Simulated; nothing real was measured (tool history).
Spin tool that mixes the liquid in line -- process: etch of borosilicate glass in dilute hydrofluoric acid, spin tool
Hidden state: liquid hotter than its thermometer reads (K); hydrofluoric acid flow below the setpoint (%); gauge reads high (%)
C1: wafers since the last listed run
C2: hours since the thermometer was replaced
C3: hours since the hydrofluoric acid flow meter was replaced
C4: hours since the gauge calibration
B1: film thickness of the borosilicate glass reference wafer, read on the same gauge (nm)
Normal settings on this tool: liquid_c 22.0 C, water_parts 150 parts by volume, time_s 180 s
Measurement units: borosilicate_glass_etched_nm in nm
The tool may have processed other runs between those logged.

{"run": 1, "hour": 0.0, "liquid_c": 22.0, "water_parts": 150, "time_s": 180, "C1": 0, "C2": 793.3, "C3": 409.6, "C4": 360.3, "B1": 130.0, "borosilicate_glass_etched_nm": 27.88}
{"run": 2, "hour": 22.0, "liquid_c": 22.0, "water_parts": 150, "time_s": 180, "C1": 155, "C2": 815.3, "C3": 431.6, "C4": 382.3, "B1": 129.97, "borosilicate_glass_etched_nm": 27.69}
{"run": 3, "hour": 39.2, "liquid_c": 22.0, "water_parts": 150, "time_s": 180, "C1": 121, "C2": 832.5, "C3": 448.8, "C4": 399.5, "B1": 130.03, "borosilicate_glass_etched_nm": 27.76}
{"run": 4, "hour": 55.4, "liquid_c": 23.0, "water_parts": 165, "time_s": 180, "C1": 114, "C2": 848.7, "C3": 465.0, "C4": 415.7, "B1": 130.01, "borosilicate_glass_etched_nm": 25.85}
{"hour": 63.6, "done": "thermometer replaced"}
{"run": 5, "hour": 67.4, "liquid_c": 23.0, "water_parts": 165, "time_s": 180, "C1": 77, "C2": 3.8, "C3": 477.0, "C4": 427.7, "B1": 130.01, "borosilicate_glass_etched_nm": 25.98}
{"run": 6, "hour": 120.4, "liquid_c": 19.0, "water_parts": 150, "time_s": 180, "C1": 375, "C2": 56.8, "C3": 530.0, "C4": 480.7, "B1": 130.02, "borosilicate_glass_etched_nm": 24.74}
{"run": 7, "hour": 147.5, "liquid_c": 19.0, "water_parts": 150, "time_s": 180, "C1": 191, "C2": 83.9, "C3": 557.1, "C4": 507.8, "B1": 129.98, "borosilicate_glass_etched_nm": 24.81}
{"run": 8, "hour": 180.5, "liquid_c": 19.0, "water_parts": 150, "time_s": 180, "C1": 233, "C2": 116.9, "C3": 590.1, "C4": 540.8, "B1": 130.04, "borosilicate_glass_etched_nm": 24.57}
{"run": 9, "hour": 201.8, "liquid_c": 22.0, "water_parts": 150, "time_s": 180, "C1": 150, "C2": 138.2, "C3": 611.4, "C4": 562.1, "B1": 129.97, "borosilicate_glass_etched_nm": 27.81}
{"run": 10, "hour": 214.7, "liquid_c": 22.0, "water_parts": 150, "time_s": 180, "C1": 91, "C2": 151.1, "C3": 624.3, "C4": 575.0, "B1": 129.99, "borosilicate_glass_etched_nm": 27.79}
{"run": 11, "hour": 231.8, "liquid_c": 22.0, "water_parts": 150, "time_s": 180, "C1": 121, "C2": 168.2, "C3": 641.4, "C4": 592.1, "B1": 129.96, "borosilicate_glass_etched_nm": 28.06}
{"run": 12, "hour": 249.7, "liquid_c": 22.0, "water_parts": 150, "time_s": 180, "C1": 126, "C2": 186.1, "C3": 659.3, "C4": 610.0, "B1": 130.0, "borosilicate_glass_etched_nm": 27.83}
{"run": 13, "hour": 265.6, "liquid_c": 22.0, "water_parts": 200, "time_s": 80, "C1": 112, "C2": 202.0, "C3": 675.2, "C4": 625.9, "B1": 130.02, "borosilicate_glass_etched_nm": 8.82}
{"run": 14, "hour": 295.3, "liquid_c": 19.0, "water_parts": 150, "time_s": 180, "C1": 210, "C2": 231.7, "C3": 704.9, "C4": 655.6, "B1": 130.02, "borosilicate_glass_etched_nm": 24.63}
{"run": 15, "hour": 317.9, "liquid_c": 22.0, "water_parts": 75, "time_s": 125, "C1": 160, "C2": 254.3, "C3": 727.5, "C4": 678.2, "B1": 130.05, "borosilicate_glass_etched_nm": 41.91}
{"run": 16, "hour": 338.2, "liquid_c": 22.0, "water_parts": 150, "time_s": 180, "C1": 143, "C2": 274.6, "C3": 747.8, "C4": 698.5, "B1": 130.01, "borosilicate_glass_etched_nm": 27.66}
{"run": 17, "hour": 371.5, "liquid_c": 22.0, "water_parts": 190, "time_s": 225, "C1": 235, "C2": 307.9, "C3": 781.1, "C4": 731.8, "B1": 129.98, "borosilicate_glass_etched_nm": 26.39}
{"run": 18, "hour": 407.4, "liquid_c": 19.5, "water_parts": 180, "time_s": 125, "C1": 254, "C2": 343.8, "C3": 817.0, "C4": 767.7, "B1": 130.02, "borosilicate_glass_etched_nm": 14.18}
{"run": 19, "hour": 433.9, "liquid_c": 22.0, "water_parts": 195, "time_s": 230, "C1": 187, "C2": 370.3, "C3": 843.5, "C4": 794.2, "B1": 130.05, "borosilicate_glass_etched_nm": 25.99}
{"run": 20, "hour": 459.5, "liquid_c": 22.0, "water_parts": 95, "time_s": 180, "C1": 181, "C2": 395.9, "C3": 869.1, "C4": 819.8, "B1": 130.02, "borosilicate_glass_etched_nm": 47.15}
{"hour": 479.0, "done": "gauge calibrated"}
{"run": 21, "hour": 485.8, "liquid_c": 22.0, "water_parts": 150, "time_s": 180, "C1": 186, "C2": 422.2, "C3": 895.4, "C4": 6.8, "B1": 129.95, "borosilicate_glass_etched_nm": 27.81}
{"run": 22, "hour": 507.1, "liquid_c": 22.0, "water_parts": 130, "time_s": 275, "C1": 150, "C2": 443.5, "C3": 916.7, "C4": 28.1, "B1": 130.01, "borosilicate_glass_etched_nm": 49.76}
{"hour": 523.3, "done": "hydrofluoric acid flow meter replaced"}
{"run": 23, "hour": 523.8, "liquid_c": 22.0, "water_parts": 185, "time_s": 180, "C1": 111, "C2": 460.2, "C3": 0.5, "C4": 44.8, "B1": 129.99, "borosilicate_glass_etched_nm": 21.75}
{"run": 24, "hour": 547.2, "liquid_c": 22.0, "water_parts": 150, "time_s": 180, "C1": 165, "C2": 483.6, "C3": 23.9, "C4": 68.2, "B1": 130.01, "borosilicate_glass_etched_nm": 27.85}
{"run": 25, "hour": 565.7, "liquid_c": 22.0, "water_parts": 150, "time_s": 270, "C1": 131, "C2": 502.1, "C3": 42.4, "C4": 86.7, "B1": 130.01, "borosilicate_glass_etched_nm": 41.71}
{"run": 26, "hour": 601.6, "liquid_c": 22.0, "water_parts": 120, "time_s": 180, "C1": 254, "C2": 538.0, "C3": 78.3, "C4": 122.6, "B1": 130.0, "borosilicate_glass_etched_nm": 35.94}
{"run": 27, "hour": 618.7, "liquid_c": 17.5, "water_parts": 95, "time_s": 180, "C1": 121, "C2": 555.1, "C3": 95.4, "C4": 139.7, "B1": 130.01, "borosilicate_glass_etched_nm": 39.0}
{"run": 28, "hour": 641.7, "liquid_c": 22.0, "water_parts": 150, "time_s": 245, "C1": 162, "C2": 578.1, "C3": 118.4, "C4": 162.7, "B1": 129.99, "borosilicate_glass_etched_nm": 37.7}
{"run": 29, "hour": 656.8, "liquid_c": 22.0, "water_parts": 150, "time_s": 270, "C1": 106, "C2": 593.2, "C3": 133.5, "C4": 177.8, "B1": 130.0, "borosilicate_glass_etched_nm": 41.67}
{"run": 30, "hour": 682.2, "liquid_c": 22.0, "water_parts": 225, "time_s": 180, "C1": 179, "C2": 618.6, "C3": 158.9, "C4": 203.2, "B1": 130.01, "borosilicate_glass_etched_nm": 17.16}
{"run": 31, "hour": 708.6, "liquid_c": 22.0, "water_parts": 110, "time_s": 120, "C1": 186, "C2": 645.0, "C3": 185.3, "C4": 229.6, "B1": 129.98, "borosilicate_glass_etched_nm": 26.52}
{"run": 32, "hour": 725.1, "liquid_c": 24.5, "water_parts": 125, "time_s": 130, "C1": 116, "C2": 661.5, "C3": 201.8, "C4": 246.1, "B1": 130.04, "borosilicate_glass_etched_nm": 27.51}
{"run": 33, "hour": 747.2, "liquid_c": 17.5, "water_parts": 215, "time_s": 180, "C1": 156, "C2": 683.6, "C3": 223.9, "C4": 268.2, "B1": 130.01, "borosilicate_glass_etched_nm": 15.37}
{"run": 34, "hour": 781.8, "liquid_c": 22.0, "water_parts": 175, "time_s": 80, "C1": 245, "C2": 718.2, "C3": 258.5, "C4": 302.8, "B1": 129.99, "borosilicate_glass_etched_nm": 10.32}

What if the next run were any one of these 3? Each begins from the tool's condition after run 34:
{"run": "A", "hour": 782.3, "liquid_c": 22.0, "water_parts": 150, "time_s": 180, "C1": 3, "C2": 718.7, "C3": 259.0, "C4": 303.3, "B1": "?", "borosilicate_glass_etched_nm": "?"}
{"run": "B", "hour": 782.3, "liquid_c": 19.5, "water_parts": 220, "time_s": 180, "C1": 3, "C2": 718.7, "C3": 259.0, "C4": 303.3, "B1": "?", "borosilicate_glass_etched_nm": "?"}
{"run": "C", "hour": 782.3, "liquid_c": 23.5, "water_parts": 175, "time_s": 120, "C1": 3, "C2": 718.7, "C3": 259.0, "C4": 303.3, "B1": "?", "borosilicate_glass_etched_nm": "?"}

run=A B1=130.02 borosilicate_glass_etched_nm=27.67
run=B B1=130.02 borosilicate_glass_etched_nm=15.95
run=C B1=130.02 borosilicate_glass_etched_nm=16.29
Had the tool no hidden state, the same runs would have come out as:
run=A borosilicate_glass_etched_nm=27.67
run=B borosilicate_glass_etched_nm=15.95
run=C borosilicate_glass_etched_nm=16.29
